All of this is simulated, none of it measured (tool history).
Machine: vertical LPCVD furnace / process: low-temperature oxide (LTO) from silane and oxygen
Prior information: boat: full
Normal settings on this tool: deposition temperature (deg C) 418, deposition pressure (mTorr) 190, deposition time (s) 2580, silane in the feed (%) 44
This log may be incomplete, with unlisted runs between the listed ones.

run	day	deposition temperature (deg C)	deposition pressure (mTorr)	deposition time (s)	silane in the feed (%)	wafers since the last listed run	hours since the last temperature calibration	hours since the pressure gauge was zeroed	hours since the silane flow controller was replaced	hours since the gauge calibration	read-back reference wafer on the same gauge, thickness	film thickness on the monitor wafer in the middle of the boat (angstrom)
1	0.000	415	190	2580	44	0	1751.7	563.8	998.3	1243.6	469.38	4325.2
2	3.758	415	190	2580	44	1276	1841.9	654.0	1088.5	1333.8	469.38	4313.4
3	6.542	414	220	2580	44	945	1908.7	720.8	1155.3	1400.6	469.12	4937.9
4	10.971	418	190	2580	44	1504	2015.0	827.1	1261.6	1506.9	469.25	4419.2
5	14.733	418	190	2580	44	1277	2105.3	917.4	1351.9	1597.2	468.64	4414.1
6	16.750	418	190	3000	44	684	2153.7	965.8	1400.3	1645.6	468.95	5135.3
7	18.662	418	190	3000	44	649	2199.6	1011.7	1446.2	1691.5	469.28	5151.2
8	22.608	418	190	1950	41	1339	2294.3	1106.4	1540.9	1786.2	469.08	3095.8
9	27.096	418	190	1950	41	1523	2402.0	1214.1	1648.6	1893.9	469.55	3071.8
10	31.129	418	220	2580	44	1369	2498.8	1310.9	1745.4	1990.7	468.27	5028.3
# day 33.821: thermocouples replaced and temperature profile calibrated
11	35.221	418	190	2580	44	1049	33.6	1409.1	1843.6	2088.9	469.22	4372.0
12	39.208	418	190	2580	44	1354	129.3	1504.8	1939.3	2184.6	468.54	4356.5
# day 39.762: gauge calibrated
13	43.146	418	190	2580	44	1337	223.8	1599.3	2033.8	81.2	468.81	4378.5
14	45.329	427	175	3210	44	741	276.2	1651.7	2086.2	133.6	468.94	5496.4
# day 49.162: silane flow controller replaced
15	49.183	418	190	2580	44	969	368.7	1744.2	0.5	226.1	469.74	4506.2
16	52.329	423	145	3420	40	1068	444.2	1819.7	76.0	301.6	470.44	4337.9
17	54.104	415	220	2580	40	602	486.8	1862.3	118.6	344.2	468.33	4547.9
18	57.504	418	190	2580	44	1154	568.4	1943.9	200.2	425.8	468.28	4520.5
19	61.671	418	190	2580	44	1414	668.4	2043.9	300.2	525.8	469.70	4512.6
20	64.504	426	225	2190	44	962	736.4	2111.9	368.2	593.8	468.39	4862.7
# day 70.046: pressure gauge zeroed
21	70.067	418	190	2580	49	1549	869.9	0.5	501.7	727.3	469.08	4932.3
22	70.996	418	190	2580	44	315	892.2	22.8	524.0	749.6	469.68	4475.3
23	74.317	423	205	3000	40	1127	971.9	102.5	603.7	829.3	469.43	5374.8
24	78.758	418	230	2580	44	1508	1078.5	209.1	710.3	935.9	469.60	5431.3
25	82.733	428	225	3090	39	1349	1173.9	304.5	805.7	1031.3	468.63	6178.8
26	86.017	424	220	3360	38	1115	1252.7	383.3	884.5	1110.1	468.80	6115.5
27	89.783	418	190	2580	44	1279	1343.1	473.7	974.9	1200.5	468.49	4488.6

Alternative continuations, all from the tool just after run 27; predict every row:
A	89.992	418	175	2580	44	70	1348.1	478.7	979.9	1205.5	?	?
B	89.992	418	190	1620	44	70	1348.1	478.7	979.9	1205.5	?	?
C	89.992	409	210	3540	50	70	1348.1	478.7	979.9	1205.5	?	?
D	89.992	418	170	2580	44	70	1348.1	478.7	979.9	1205.5	?	?

run	read-back reference wafer on the same gauge, thickness	film thickness on the monitor wafer in the middle of the boat (angstrom)
A	468.47	4143.7
B	468.47	2824.9
C	468.47	7008.7
D	468.47	4025.3
Take away the tool's hidden state, keep each run's random variation, and the runs would have read:
run	film thickness on the monitor wafer in the middle of the boat (angstrom)
A	4163.2
B	2838.2
C	7032.1
D	4044.3
